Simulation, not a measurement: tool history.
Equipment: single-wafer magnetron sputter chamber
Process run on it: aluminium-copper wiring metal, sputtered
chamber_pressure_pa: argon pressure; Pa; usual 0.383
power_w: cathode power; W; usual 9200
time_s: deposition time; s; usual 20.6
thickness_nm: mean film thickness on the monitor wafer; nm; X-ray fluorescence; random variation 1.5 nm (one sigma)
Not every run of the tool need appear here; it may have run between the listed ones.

run	day	chamber_pressure_pa	power_w	time_s	wafers since the last listed run	wafers on the sputter target	hours since the last manometer calibration	hours since the magnet pack was replaced	hours since the gauge calibration	read-back reference wafer on the same gauge, thickness_nm	thickness_nm
1	0.000	0.277	10350	20.6	0	1316	1959.1	7772.9	333.5	258.264	338.079
2	0.271	0.277	10350	20.6	284	1600	1965.6	7779.4	340.0	257.811	340.484
3	0.938	0.383	9200	20.6	699	2299	1981.6	7795.4	356.0	257.702	298.511
4	1.500	0.383	9200	20.6	590	2889	1995.1	7808.9	369.5	258.154	297.582
5	2.033	0.383	9200	20.6	559	3449	2007.9	7821.7	382.3	257.658	296.462
6	2.492	0.383	9200	20.6	480	3930	2018.9	7832.7	393.3	257.744	294.063
7	3.138	0.383	9200	20.6	677	4607	2034.4	7848.2	408.8	257.812	292.812
8	4.133	0.383	10000	18.2	1044	5652	2058.3	7872.1	432.7	257.877	270.237
9	4.554	0.383	10000	18.2	441	6094	2068.4	7882.2	442.8	258.372	268.927
# day 5.004: gauge calibrated
# day 5.071: sputter target and shields replaced
10	5.092	0.383	10000	18.2	214	21	2081.3	7895.1	2.1	257.775	281.696
11	5.692	0.383	9200	23.1	629	651	2095.7	7909.5	16.5	258.421	338.752
# day 6.746: capacitance manometer re-zeroed and calibrated
12	6.767	0.383	9200	23.1	778	1429	0.5	7935.3	42.3	257.774	336.099
13	6.958	0.383	9200	23.1	201	1630	5.1	7939.9	46.9	258.048	335.198
# day 7.696: magnet pack replaced
14	7.717	0.383	9200	20.6	445	2076	23.3	0.5	65.1	257.933	300.870
15	8.162	0.383	9200	20.6	467	2544	34.0	11.2	75.8	258.013	293.806
16	8.717	0.383	9200	20.6	581	3125	47.3	24.5	89.1	258.211	296.496
17	9.375	0.476	9200	19.1	690	3816	63.1	40.3	104.9	258.012	263.261
18	9.812	0.325	9200	20.6	459	4275	73.6	50.8	115.4	257.959	299.504
19	10.121	0.493	9900	17.0	323	4598	81.0	58.2	122.8	258.112	242.737
20	10.658	0.383	9200	20.6	563	5162	93.9	71.1	135.7	258.075	291.098
21	11.358	0.383	9200	20.6	734	5897	110.7	87.9	152.5	258.116	287.640
# day 11.708: sputter target and shields replaced
22	11.808	0.383	9200	22.7	122	106	121.5	98.7	163.3	257.646	328.726
23	12.321	0.383	9200	20.6	537	644	133.8	111.0	175.6	257.788	298.089
24	12.938	0.383	9200	20.6	646	1291	148.6	125.8	190.4	258.081	298.218
25	13.321	0.383	7350	17.4	402	1693	157.8	135.0	199.6	257.880	218.901
26	13.967	0.236	11450	22.6	677	2370	173.3	150.5	215.1	257.579	401.576
27	14.488	0.383	9200	23.3	546	2917	185.8	163.0	227.6	258.287	336.283
28	15.058	0.383	10000	18.2	598	3516	199.5	176.7	241.3	257.534	276.076
29	15.712	0.383	8550	20.6	686	4202	215.2	192.4	257.0	257.813	278.921
30	16.158	0.502	10650	21.8	467	4670	225.9	203.1	267.7	257.996	323.006
31	16.875	0.500	10400	17.1	751	5422	243.1	220.3	284.9	258.260	249.378
# day 17.292: sputter target and shields replaced
32	17.550	0.383	9200	20.6	358	270	259.3	236.5	301.1	258.547	301.307
33	18.025	0.278	8100	23.8	498	769	270.7	247.9	312.5	258.115	329.183
34	18.417	0.440	7200	20.6	410	1179	280.1	257.3	321.9	258.143	253.040
35	18.729	0.344	10800	23.8	327	1507	287.6	264.8	329.4	258.257	388.218
36	19.121	0.383	10850	20.6	410	1918	297.0	274.2	338.8	258.168	333.932

Hidden state, per run?
true argon pressure above the setpoint (%): 0 across all the runs
gauge reads high (%): 0 across all the runs
H1: deposition rate above that of a new target (%)
run	H1
1	-0.51
2	-0.6
3	-0.899
4	-1.24
5	-1.62
6	-2.01
7	-2.65
8	-3.82
9	-4.39
10	-0.124
11	-0.17
12	-0.471
13	-0.554
14	-0.968
15	-1.28
16	-1.73
17	-2.36
18	-2.84
19	-3.2
20	-3.89
21	-4.89
22	-0.804
23	-0.848
24	-0.986
25	-1.12
26	-1.42
27	-1.74
28	-2.16
29	-2.74
30	-3.19
31	-4.03
32	-0.4
33	-0.457
34	-0.545
35	-0.641
36	-0.796
